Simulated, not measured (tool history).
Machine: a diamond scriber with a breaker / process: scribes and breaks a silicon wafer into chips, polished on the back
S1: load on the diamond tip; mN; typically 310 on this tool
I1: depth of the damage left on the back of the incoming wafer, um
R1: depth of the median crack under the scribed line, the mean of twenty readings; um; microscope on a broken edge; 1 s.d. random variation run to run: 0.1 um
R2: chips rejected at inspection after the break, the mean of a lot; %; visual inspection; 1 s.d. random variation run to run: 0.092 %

Run 1, hour 0: usual settings; I1 0.03. Result: R1 8.84 um, R2 1.86 %.
Run 2, hour 49.1: usual settings; I1 0.01. Result: R1 8.74 um, R2 1.95 %.
Run 3, hour 78.6: usual settings but S1 382 mN; I1 0.04. Result: R1 10.1 um, R2 5.72 %.
At hour 136.8: diamond tip replaced by a new one.
Run 4, hour 137.3: usual settings; I1 0.04. Result: R1 8.99 um, R2 2.17 %.
Run 5, hour 198.3: usual settings; I1 0.01. Result: R1 9 um, R2 2.13 %.
Run 6, hour 241.3: usual settings; I1 0.02. Result: R1 8.8 um, R2 2.1 %.
Run 7, hour 298.2: usual settings; I1 0.04. Result: R1 9.04 um, R2 2.47 %.
Run 8, hour 360.7: usual settings; I1 0.04. Result: R1 8.88 um, R2 2.36 %.
Run 9, hour 429.1: usual settings but S1 247 mN; I1 0.03. Result: R1 7.92 um, R2 1.81 %.
Run 10, hour 459.7: usual settings but S1 247 mN; I1 0.03. Result: R1 7.91 um, R2 1.78 %.
Run 11, hour 499: usual settings; I1 0.02. Result: R1 9.13 um, R2 3.01 %.
At hour 520.5: load on the tip recalibrated.
Run 12, hour 551.3: usual settings but S1 246 mN; I1 0.03. Result: R1 7.32 um, R2 3.44 %.
Run 13, hour 621.5: usual settings but S1 246 mN; I1 0.03. Result: R1 7.34 um, R2 3.41 %.
Run 14, hour 664.5: usual settings but S1 246 mN; I1 0.03. Result: R1 7.37 um, R2 3.89 %.
Run 15, hour 714: usual settings but S1 351 mN; I1 0.05. Result: R1 9.17 um, R2 2.32 %.
Run 16, hour 772.2: usual settings but S1 351 mN; I1 0.04. Result: R1 8.93 um, R2 2.43 %.
At hour 814.4: diamond tip replaced by a new one.
Run 17, hour 835.4: usual settings but S1 387 mN; I1 0.03. Result: R1 9.84 um, R2 4 %.
Run 18, hour 864.2: usual settings; I1 0.03. Result: R1 8.52 um, R2 1.64 %.
Run 19, hour 910.9: usual settings but S1 357 mN; I1 0.02. Result: R1 9.07 um, R2 2.71 %.
Run 20, hour 940.7: usual settings but S1 235 mN; I1 0.01. Result: R1 7.31 um, R2 4.1 %.
Run 21, hour 997.6: usual settings; I1 0.04. Result: R1 8.48 um, R2 1.61 %.
Run 22, hour 1046: usual settings but S1 344 mN; I1 0.03. Result: R1 9.02 um, R2 2.49 %.
Run 23, hour 1074.5: usual settings but S1 232 mN; I1 0.03. Result: R1 7.24 um, R2 4.74 %.
Run 24, hour 1098.6: usual settings but S1 222 mN; I1 0.02. Result: R1 6.97 um, R2 5.35 %.
Run 25, hour 1128.7: usual settings but S1 220 mN; I1 0.04. Result: R1 6.95 um, R2 5.59 %.
Run 26, hour 1170.6: usual settings but S1 348 mN; I1 0.05. Result: R1 9.32 um, R2 2.87 %.
Run 27, hour 1235.2: usual settings but S1 366 mN; I1 0.04. Result: R1 9.47 um, R2 3.4 %.

Run 28 comes next. What will it give?
Run 28, hour 1270.9: usual settings but S1 401 mN; I1 0.04. Result: R1 ?, R2 ?.

R1: 9.94 um
R2: 5.93 %
With no hidden state in the tool, this same run would have given R1 9.63 um, R2 4.64 %.

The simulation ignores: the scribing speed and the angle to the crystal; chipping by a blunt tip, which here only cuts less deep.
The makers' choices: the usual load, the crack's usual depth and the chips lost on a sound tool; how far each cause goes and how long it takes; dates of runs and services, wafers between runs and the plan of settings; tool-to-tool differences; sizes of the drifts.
